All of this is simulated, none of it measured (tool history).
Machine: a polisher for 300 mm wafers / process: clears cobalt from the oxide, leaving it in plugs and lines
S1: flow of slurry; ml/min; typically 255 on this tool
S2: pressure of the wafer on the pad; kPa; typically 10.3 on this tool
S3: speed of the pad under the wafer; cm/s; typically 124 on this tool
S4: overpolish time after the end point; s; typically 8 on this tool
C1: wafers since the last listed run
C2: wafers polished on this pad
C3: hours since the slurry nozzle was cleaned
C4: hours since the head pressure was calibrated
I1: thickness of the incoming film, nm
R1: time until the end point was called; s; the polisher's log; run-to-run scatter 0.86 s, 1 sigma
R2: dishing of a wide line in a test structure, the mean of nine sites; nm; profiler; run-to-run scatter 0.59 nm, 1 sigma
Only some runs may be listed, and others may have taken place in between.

| run | hour | S1 | S2 | S3 | S4 | C1 | C2 | C3 | C4 | I1 | R1 | R2 |
|---|---|---|---|---|---|---|---|---|---|---|---|---|
| 1 | 0.0 | 255 | 10.3 | 124 | 8 | 0 | 777 | 181.7 | 105.0 | 296.0 | 54.1 | 32.2 |
| 2 | 119.1 | 255 | 10.3 | 124 | 8 | 814 | 1591 | 300.8 | 224.1 | 296.4 | 52.2 | 32.5 |
| 3 | 152.4 | 255 | 10.3 | 124 | 8 | 227 | 1818 | 334.1 | 257.4 | 299.8 | 52.2 | 33.4 |
| 4 | 194.4 | 255 | 10.3 | 124 | 8 | 287 | 2105 | 376.1 | 299.4 | 300.6 | 52.0 | 33.9 |
| 5 | 228.0 | 255 | 10.3 | 124 | 8 | 229 | 2335 | 409.7 | 333.0 | 297.5 | 53.5 | 33.1 |
| 6 | 286.9 | 255 | 10.3 | 124 | 8 | 402 | 2738 | 468.6 | 391.9 | 295.1 | 53.8 | 32.4 |
| 7 | 322.4 | 225 | 10.3 | 124 | 8 | 242 | 2980 | 504.1 | 427.4 | 293.9 | 53.4 | 31.2 |
|  | 358.6 | slurry nozzle cleaned |
| 8 | 368.2 | 225 | 10.3 | 124 | 8 | 306 | 3287 | 9.6 | 473.2 | 303.8 | 56.9 | 33.1 |
|  | 406.7 | worn pad replaced by a new one |
| 9 | 417.0 | 225 | 10.3 | 124 | 8 | 306 | 70 | 58.4 | 522.0 | 301.6 | 54.4 | 34.4 |
|  | 446.8 | head pressure recalibrated |
| 10 | 468.0 | 255 | 10.3 | 108 | 8 | 334 | 405 | 109.4 | 21.2 | 302.3 | 65.6 | 28.2 |
| 11 | 535.6 | 170 | 10.3 | 148 | 8 | 462 | 867 | 177.0 | 88.8 | 300.6 | 48.1 | 35.3 |
| 12 | 563.3 | 255 | 10.3 | 124 | 8 | 189 | 1056 | 204.7 | 116.5 | 299.4 | 55.0 | 32.8 |
| 13 | 605.3 | 255 | 10.3 | 124 | 11 | 287 | 1343 | 246.7 | 158.5 | 306.4 | 56.2 | 42.1 |
| 14 | 662.9 | 255 | 6.9 | 124 | 8 | 393 | 1737 | 304.3 | 216.1 | 300.3 | 81.9 | 23.8 |
| 15 | 731.4 | 215 | 10.3 | 160 | 8 | 468 | 2205 | 372.8 | 284.6 | 301.8 | 43.4 | 38.2 |
| 16 | 795.6 | 255 | 10.3 | 124 | 5 | 438 | 2644 | 437.0 | 348.8 | 307.1 | 55.3 | 21.8 |

Run 17, settings as shown, results not yet in. Your forecast:
| 17 | 837.0 | 330 | 12.4 | 168 | 3 | 282 | 2927 | 478.4 | 390.2 | 299.2 | ? | ? |

Run 17 yielded R1 32.4 s, R2 23.1 nm.
Take away the tool's hidden state, keep the run-to-run variation as it was, and the same run would have given R1 34.1 s, R2 22.2 nm.

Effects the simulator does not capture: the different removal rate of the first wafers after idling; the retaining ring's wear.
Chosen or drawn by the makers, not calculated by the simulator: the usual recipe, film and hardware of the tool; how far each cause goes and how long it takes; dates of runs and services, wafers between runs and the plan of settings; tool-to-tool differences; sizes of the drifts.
